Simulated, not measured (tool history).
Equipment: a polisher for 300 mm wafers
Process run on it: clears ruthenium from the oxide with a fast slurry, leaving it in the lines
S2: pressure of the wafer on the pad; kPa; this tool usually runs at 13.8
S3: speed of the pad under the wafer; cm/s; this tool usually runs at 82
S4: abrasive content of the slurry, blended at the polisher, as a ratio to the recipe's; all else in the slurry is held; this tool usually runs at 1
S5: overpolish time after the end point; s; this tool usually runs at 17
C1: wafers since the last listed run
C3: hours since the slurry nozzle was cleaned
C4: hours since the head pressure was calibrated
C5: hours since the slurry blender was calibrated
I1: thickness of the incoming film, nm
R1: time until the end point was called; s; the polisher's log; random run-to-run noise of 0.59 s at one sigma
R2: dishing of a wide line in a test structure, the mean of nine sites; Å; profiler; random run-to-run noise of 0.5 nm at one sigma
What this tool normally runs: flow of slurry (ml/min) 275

Run 1, hour 0: usual settings; C1 0; wafers polished on this pad 289; C3 274.9; C4 279.2; C5 321; I1 188.7. Result: R1 70.5 s, R2 373 Å.
At hour 31.1: slurry blender recalibrated.
At hour 103: slurry nozzle cleaned.
Run 2, hour 103.5: usual settings; C1 637; wafers polished on this pad 926; C3 0.5; C4 382.7; C5 72.4; I1 189.9. Result: R1 70.3 s, R2 358 Å.
Run 3, hour 176: usual settings; C1 460; wafers polished on this pad 1386; C3 73; C4 455.2; C5 144.9; I1 190.8. Result: R1 71.9 s, R2 363 Å.
Run 4, hour 220.2: usual settings but flow of slurry (ml/min) 235; C1 280; wafers polished on this pad 1667; C3 117.2; C4 499.4; C5 189.1; I1 189.3. Result: R1 71.6 s, R2 359 Å.
At hour 262.1: worn pad replaced by a new one.
Run 5, hour 280.1: usual settings but flow of slurry (ml/min) 235; C1 354; wafers polished on this pad 113; C3 177.1; C4 559.3; C5 249; I1 192. Result: R1 71.9 s, R2 357 Å.
At hour 369.6: slurry blender recalibrated.
Run 6, hour 376.5: usual settings but flow of slurry (ml/min) 340, S5 9 s; C1 598; wafers polished on this pad 712; C3 273.5; C4 655.7; C5 6.9; I1 189.3. Result: R1 66.9 s, R2 211 Å.
At hour 450.4: slurry nozzle cleaned.
Run 7, hour 468.9: usual settings but flow of slurry (ml/min) 340, S5 9 s; C1 579; wafers polished on this pad 1292; C3 18.5; C4 748.1; C5 99.3; I1 190.5. Result: R1 68.8 s, R2 209 Å.
Run 8, hour 531.2: usual settings; C1 395; wafers polished on this pad 1688; C3 80.8; C4 810.4; C5 161.6; I1 188.2. Result: R1 69 s, R2 355 Å.
At hour 572.5: worn pad replaced by a new one.
At hour 602.2: head pressure recalibrated.
Run 9, hour 637.2: usual settings; C1 634; wafers polished on this pad 398; C3 186.8; C4 35; C5 267.6; I1 188. Result: R1 69.8 s, R2 352 Å.
At hour 698.6: slurry blender recalibrated.
Run 10, hour 705.6: usual settings but S3 94 cm/s, S5 20 s; C1 421; wafers polished on this pad 819; C3 255.2; C4 103.4; C5 7; I1 192.3. Result: R1 63 s, R2 461 Å.
Run 11, hour 771.8: usual settings but S3 94 cm/s, S5 20 s; C1 420; wafers polished on this pad 1239; C3 321.4; C4 169.6; C5 73.2; I1 186.8. Result: R1 61.7 s, R2 452 Å.
At hour 805.1: slurry nozzle cleaned.
Run 12, hour 813.5: usual settings but flow of slurry (ml/min) 340, S4 1.15; C1 258; wafers polished on this pad 1497; C3 8.4; C4 211.3; C5 114.9; I1 189. Result: R1 65.1 s, R2 382 Å.
Run 13, hour 914.8: usual settings but S3 62 cm/s, S5 21 s; C1 642; wafers polished on this pad 2140; C3 109.7; C4 312.6; C5 216.2; I1 191.9. Result: R1 95.4 s, R2 338 Å.
At hour 943.1: worn pad replaced by a new one.
Run 14, hour 975.4: usual settings but flow of slurry (ml/min) 310, S2 10.3 kPa, S3 70 cm/s, S5 24 s; C1 359; wafers polished on this pad 204; C3 170.3; C4 373.2; C5 276.8; I1 191.9. Result: R1 106.2 s, R2 344 Å.
Run 15, hour 1050.7: usual settings but S3 94 cm/s, S5 21 s; C1 477; wafers polished on this pad 682; C3 245.6; C4 448.5; C5 352.1; I1 192.4. Result: R1 62.1 s, R2 487 Å.
At hour 1056.6: slurry blender recalibrated.
Run 16, hour 1111.2: usual settings but S4 0.9; C1 371; wafers polished on this pad 1053; C3 306.1; C4 509; C5 54.6; I1 187.1. Result: R1 71.6 s, R2 352 Å.
At hour 1143.4: slurry nozzle cleaned.
Run 17, hour 1218.9: usual settings but flow of slurry (ml/min) 355, S3 74 cm/s, S5 12 s; C1 677; wafers polished on this pad 1730; C3 75.5; C4 616.7; C5 162.3; I1 186. Result: R1 75.5 s, R2 247 Å.
Run 18, hour 1290.5: usual settings but S4 1.15, S5 27 s; C1 454; wafers polished on this pad 2184; C3 147.1; C4 688.3; C5 233.9; I1 189.2. Result: R1 66.3 s, R2 543 Å.

Run 19 has not been measured yet. What should we expect?
At hour 1308.8: worn pad replaced by a new one.
At hour 1405.6: slurry blender recalibrated.
Run 19, hour 1408.8: usual settings but S3 100 cm/s, S4 0.9; C1 712; wafers polished on this pad 621; C3 265.4; C4 806.6; C5 3.2; I1 189.8. Result: R1 ?, R2 ?.

R1: 59.5 s
R2: 419 Å
Were there no unlogged condition in the tool, this run, its random variation unchanged, would have produced R1 61.4 s, R2 408 Å.
